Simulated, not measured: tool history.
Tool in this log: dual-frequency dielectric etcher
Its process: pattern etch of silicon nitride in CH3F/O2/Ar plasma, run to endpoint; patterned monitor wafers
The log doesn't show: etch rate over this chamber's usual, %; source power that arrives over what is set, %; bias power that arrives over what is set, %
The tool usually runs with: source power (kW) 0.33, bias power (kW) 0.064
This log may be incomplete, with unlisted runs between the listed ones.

run,hour,source power (kW),bias power (kW),wafers since the last listed run,hours since the last wet clean,hours since the last source power generator calibration,hours since the last bias power generator calibration,hours since the last upper electrode change,"incoming incoming film thickness, nm",endpoint time (s)
1,0,0.33,0.064,0,232.3,1617.1,3868.1,4338.5,47.55,79.1
2,25.5,0.33,0.064,266,257.8,1642.6,3893.6,4364,46.82,77.6
3,41.3,0.33,0.064,165,273.6,1658.4,3909.4,4379.8,47.38,79.1
4,61.6,0.37,0.053,212,293.9,1678.7,3929.7,4400.1,47.63,81.9
5,78.7,0.37,0.053,179,311,1695.8,3946.8,4417.2,47.1,81
6,119.2,0.35,0.073,424,351.5,1736.3,3987.3,4457.7,47.72,74.5
7,137.7,0.33,0.064,193,370,1754.8,4005.8,4476.2,47.65,79.7
8,173.5,0.33,0.064,374,405.8,1790.6,4041.6,4512,47.39,78.5
9,207.8,0.33,0.064,359,440.1,1824.9,4075.9,4546.3,47.61,79.8
10,225.8,0.38,0.064,188,458.1,1842.9,4093.9,4564.3,47.91,75.6
11,246.2,0.38,0.064,213,478.5,1863.3,4114.3,4584.7,47.79,74.5
# hour 291.9: wet clean of the chamber
12,292.4,0.38,0.064,232,0.5,1909.5,4160.5,4630.9,47.67,75.2
13,298.3,0.33,0.064,61,6.4,1915.4,4166.4,4636.8,48.04,79.2
14,335.1,0.33,0.064,385,43.2,1952.2,4203.2,4673.6,47.67,79.8
15,355.8,0.33,0.064,216,63.9,1972.9,4223.9,4694.3,47.46,79
16,389.2,0.3,0.071,349,97.3,2006.3,4257.3,4727.7,47.86,78.2
17,425,0.39,0.064,374,133.1,2042.1,4293.1,4763.5,47.27,73
# hour 458.5: upper electrode replaced
18,460.7,0.33,0.064,122,168.8,2077.8,4328.8,2.2,47.87,79.1
19,493.6,0.33,0.064,344,201.7,2110.7,4361.7,35.1,47.3,79.7
20,515.4,0.28,0.056,228,223.5,2132.5,4383.5,56.9,47.04,87.9
21,547.4,0.26,0.077,335,255.5,2164.5,4415.5,88.9,47.33,79.5
# hour 564.7: bias power generator calibrated
22,566.2,0.33,0.064,154,274.3,2183.3,1.5,107.7,47.7,79.3
23,599.9,0.33,0.064,352,308,2217,35.2,141.4,47.63,79
24,614.7,0.27,0.075,154,322.8,2231.8,50,156.2,47.07,78.5
# hour 649.7: source power generator calibrated
25,650.2,0.33,0.064,329,358.3,0.5,85.5,191.7,47.44,78.7
26,667.5,0.33,0.049,181,375.6,17.8,102.8,209,47.5,87.3
27,700.2,0.39,0.053,342,408.3,50.5,135.5,241.7,48.36,80.4
28,712.9,0.41,0.077,132,421,63.2,148.2,254.4,48.15,67.8
29,742.8,0.33,0.064,313,450.9,93.1,178.1,284.3,47.65,78.7
30,769.9,0.33,0.055,283,478,120.2,205.2,311.4,48.18,85.3
# hour 813.8: wet clean of the chamber
31,814.3,0.36,0.069,213,0.5,164.6,249.6,355.8,47.44,73.6
32,828.7,0.29,0.077,150,14.9,179,264,370.2,47.55,77.1

Consider 3 possible next runs. They are alternatives, not a sequence: every one starts from the tool as it was left by run 32. What does each give?
A,829.1,0.33,0.064,4,15.3,179.4,264.4,370.6,47.51,?
B,829.1,0.4,0.054,4,15.3,179.4,264.4,370.6,47.51,?
C,829.1,0.3,0.058,4,15.3,179.4,264.4,370.6,47.51,?

run,endpoint time (s)
A,79.6
B,79
C,85.5
Take away the tool's hidden state, keep each run's random variation, and the runs would have read:
run,endpoint time (s)
A,79.6
B,79
C,85.5
